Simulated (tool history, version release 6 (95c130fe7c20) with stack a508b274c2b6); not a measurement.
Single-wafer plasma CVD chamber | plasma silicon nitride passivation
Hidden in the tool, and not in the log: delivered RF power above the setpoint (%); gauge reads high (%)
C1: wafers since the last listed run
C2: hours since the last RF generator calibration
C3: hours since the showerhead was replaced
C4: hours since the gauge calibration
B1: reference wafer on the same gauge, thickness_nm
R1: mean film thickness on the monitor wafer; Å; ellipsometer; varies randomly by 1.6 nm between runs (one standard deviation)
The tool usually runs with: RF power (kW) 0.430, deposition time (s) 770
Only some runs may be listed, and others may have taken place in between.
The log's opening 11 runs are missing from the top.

run 12 hour=169.7 | RF_power_(kW)=0.430 deposition_time_(s)=770 | C1=39 C2=32.8 C3=3894.0 C4=19.6 | B1=920.560 | R1=10762.89
run 13 hour=178.9 | RF_power_(kW)=0.430 deposition_time_(s)=770 | C1=31 C2=42.0 C3=3903.2 C4=28.8 | B1=920.291 | R1=10766.18
run 14 hour=186.9 | RF_power_(kW)=0.430 deposition_time_(s)=810 | C1=27 C2=50.0 C3=3911.2 C4=36.8 | B1=920.076 | R1=11250.84
run 15 hour=196.4 | RF_power_(kW)=0.430 deposition_time_(s)=810 | C1=32 C2=59.5 C3=3920.7 C4=46.3 | B1=920.116 | R1=11319.96
run 16 hour=209.0 | RF_power_(kW)=0.430 deposition_time_(s)=830 | C1=43 C2=72.1 C3=3933.3 C4=58.9 | B1=919.914 | R1=11567.39
run 17 hour=216.7 | RF_power_(kW)=0.430 deposition_time_(s)=770 | C1=26 C2=79.8 C3=3941.0 C4=66.6 | B1=919.773 | R1=10701.52
run 18 hour=230.7 | RF_power_(kW)=0.365 deposition_time_(s)=770 | C1=48 C2=93.8 C3=3955.0 C4=80.6 | B1=920.360 | R1=10046.50
run 19 hour=243.0 | RF_power_(kW)=0.430 deposition_time_(s)=770 | C1=42 C2=106.1 C3=3967.3 C4=92.9 | B1=919.893 | R1=10714.84
run 20 hour=258.4 | RF_power_(kW)=0.510 deposition_time_(s)=651 | C1=53 C2=121.5 C3=3982.7 C4=108.3 | B1=920.186 | R1=9656.14
run 21 hour=267.0 | RF_power_(kW)=0.390 deposition_time_(s)=698 | C1=29 C2=130.1 C3=3991.3 C4=116.9 | B1=920.669 | R1=9324.97
run 22 hour=274.9 | RF_power_(kW)=0.360 deposition_time_(s)=685 | C1=27 C2=138.0 C3=3999.2 C4=124.8 | B1=919.751 | R1=8856.25
run 23 hour=282.2 | RF_power_(kW)=0.395 deposition_time_(s)=827 | C1=25 C2=145.3 C3=4006.5 C4=132.1 | B1=919.881 | R1=11123.48
run 24 hour=292.3 | RF_power_(kW)=0.390 deposition_time_(s)=770 | C1=34 C2=155.4 C3=4016.6 C4=142.2 | B1=919.938 | R1=10283.88
run 25 hour=301.5 | RF_power_(kW)=0.395 deposition_time_(s)=827 | C1=31 C2=164.6 C3=4025.8 C4=151.4 | B1=919.891 | R1=11098.24
-- hour=324.8 showerhead replaced
run 26 hour=325.3 | RF_power_(kW)=0.430 deposition_time_(s)=645 | C1=54 C2=188.4 C3=0.5 C4=175.2 | B1=919.886 | R1=8930.04
run 27 hour=334.8 | RF_power_(kW)=0.490 deposition_time_(s)=642 | C1=32 C2=197.9 C3=10.0 C4=184.7 | B1=920.201 | R1=9371.61
run 28 hour=343.2 | RF_power_(kW)=0.365 deposition_time_(s)=921 | C1=29 C2=206.3 C3=18.4 C4=193.1 | B1=920.024 | R1=11931.82

Run 29, settings as shown, results not yet in. Your forecast:
run 29 hour=351.4 | RF_power_(kW)=0.505 deposition_time_(s)=873 | C1=28 C2=214.5 C3=26.6 C4=201.3 | B1=? | R1=?

B1: 919.857
R1: 12851.36 Å
The same run, on a tool lacking any hidden state, would have yielded R1 12986.84 Å.
